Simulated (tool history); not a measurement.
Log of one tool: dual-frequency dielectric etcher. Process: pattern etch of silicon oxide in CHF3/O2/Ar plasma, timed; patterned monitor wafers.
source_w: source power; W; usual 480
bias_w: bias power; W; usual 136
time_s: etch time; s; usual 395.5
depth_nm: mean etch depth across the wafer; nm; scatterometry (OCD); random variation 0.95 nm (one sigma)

run,hour,source_w,bias_w,time_s,wafers since the last listed run,hours since the last wet clean,hours since the last source power generator calibration,hours since the last bias power generator calibration,hours since the last upper electrode change,hours since the gauge calibration,"read-back reference wafer on the same gauge, depth_nm",depth_nm
1,0,480,136,395.5,0,167.8,4113.4,2218.1,3775.1,951.6,539.3,636.6
2,22.3,480,136,395.5,120,190.1,4135.7,2240.4,3797.4,973.9,539.2,635.3
3,48.1,480,136,395.5,138,215.9,4161.5,2266.2,3823.2,999.7,539,635.2
4,74.9,480,136,395.5,144,242.7,4188.3,2293,3850,1026.5,538.9,633.8
5,99.5,480,136,395.5,132,267.3,4212.9,2317.6,3874.6,1051.1,538.9,634.9
6,126.3,480,136,395.5,144,294.1,4239.7,2344.4,3901.4,1077.9,538.9,634.7
7,142.1,480,136,395.5,85,309.9,4255.5,2360.2,3917.2,1093.7,539,633.4
# hour 167.6: gauge calibrated
8,209.9,480,136,395.5,365,377.7,4323.3,2428,3985,42.3,538.8,633.6
9,244,480,136,395.5,183,411.8,4357.4,2462.1,4019.1,76.4,539.1,631.6
10,261.4,410,136,356.5,93,429.2,4374.8,2479.5,4036.5,93.8,539.1,530.5
# hour 287.2: bias power generator calibrated
# hour 294.1: wet clean of the chamber
11,294.6,480,154,395.5,120,0.5,4408,7.4,4069.7,127,538.8,654.4
12,306.4,480,154,395.5,63,12.3,4419.8,19.2,4081.5,138.8,539.2,655
# hour 344.9: source power generator calibrated
# hour 344.9: upper electrode replaced
13,345.4,480,136,289.5,80,51.3,0.5,58.2,0.5,177.8,538.9,461.1
14,362.7,480,136,395.5,93,68.6,17.8,75.5,17.8,195.1,539.3,632.6
15,385.3,590,127,359,121,91.2,40.4,98.1,40.4,217.7,539.3,614.2
16,406.7,480,150,289,115,112.6,61.8,119.5,61.8,239.1,538.9,474.2
17,425.4,430,136,395.5,100,131.3,80.5,138.2,80.5,257.8,539,599.7
18,452.4,480,136,395.5,145,158.3,107.5,165.2,107.5,284.8,539.1,630.9
19,476,480,136,348.5,127,181.9,131.1,188.8,131.1,308.4,538.8,554.8
20,499.4,560,123,365,126,205.3,154.5,212.2,154.5,331.8,538.9,603.8
21,531.4,550,136,442,172,237.3,186.5,244.2,186.5,363.8,539.3,746.3
22,552.8,590,146,291.5,115,258.7,207.9,265.6,207.9,385.2,539,517.8
23,586.6,560,107,341.5,182,292.5,241.7,299.4,241.7,419,538.9,542.8
24,609,420,169,482.5,120,314.9,264.1,321.8,264.1,441.4,539,772.1
25,639.9,480,136,292,166,345.8,295,352.7,295,472.3,538.8,463.3
26,671.4,480,136,395.5,169,377.3,326.5,384.2,326.5,503.8,538.9,628.3
27,687.2,480,136,395.5,85,393.1,342.3,400,342.3,519.6,539.1,626.7
28,702.4,480,136,395.5,81,408.3,357.5,415.2,357.5,534.8,538.9,626.3
29,733.8,510,121,467.5,169,439.7,388.9,446.6,388.9,566.2,538.8,735.2
30,747.7,480,158,395.5,74,453.6,402.8,460.5,402.8,580.1,538.9,656.4
31,780.8,480,136,395.5,178,486.7,435.9,493.6,435.9,613.2,539.5,626.1

Hidden state at the last listed run before each entry between runs and at the first one after, where it differs:
Between runs 7 and 8: gauge calibrated (hour 167.6)
  etch rate over this chamber's usual, %: -0.822 -> -0.987; bias power that arrives over what is set, %: 4.61 -> 4.74
  measured less the result without the state, depth_nm: +3.3 -> +2.5 nm
Between runs 10 and 11: bias power generator calibrated (hour 287.2); wet clean of the chamber (hour 294.1)
  etch rate over this chamber's usual, %: -1.11 -> 0.168; bias power that arrives over what is set, %: 4.84 -> 0.107
  measured less the result without the state, depth_nm: +1.6 -> +1.3 nm
Between runs 12 and 13: source power generator calibrated (hour 344.9); upper electrode replaced (hour 344.9)
  etch rate over this chamber's usual, %: 0.139 -> 0.0443; bias power that arrives over what is set, %: 0.13 -> 0.205
  measured less the result without the state, depth_nm: +1.1 -> +0.5 nm
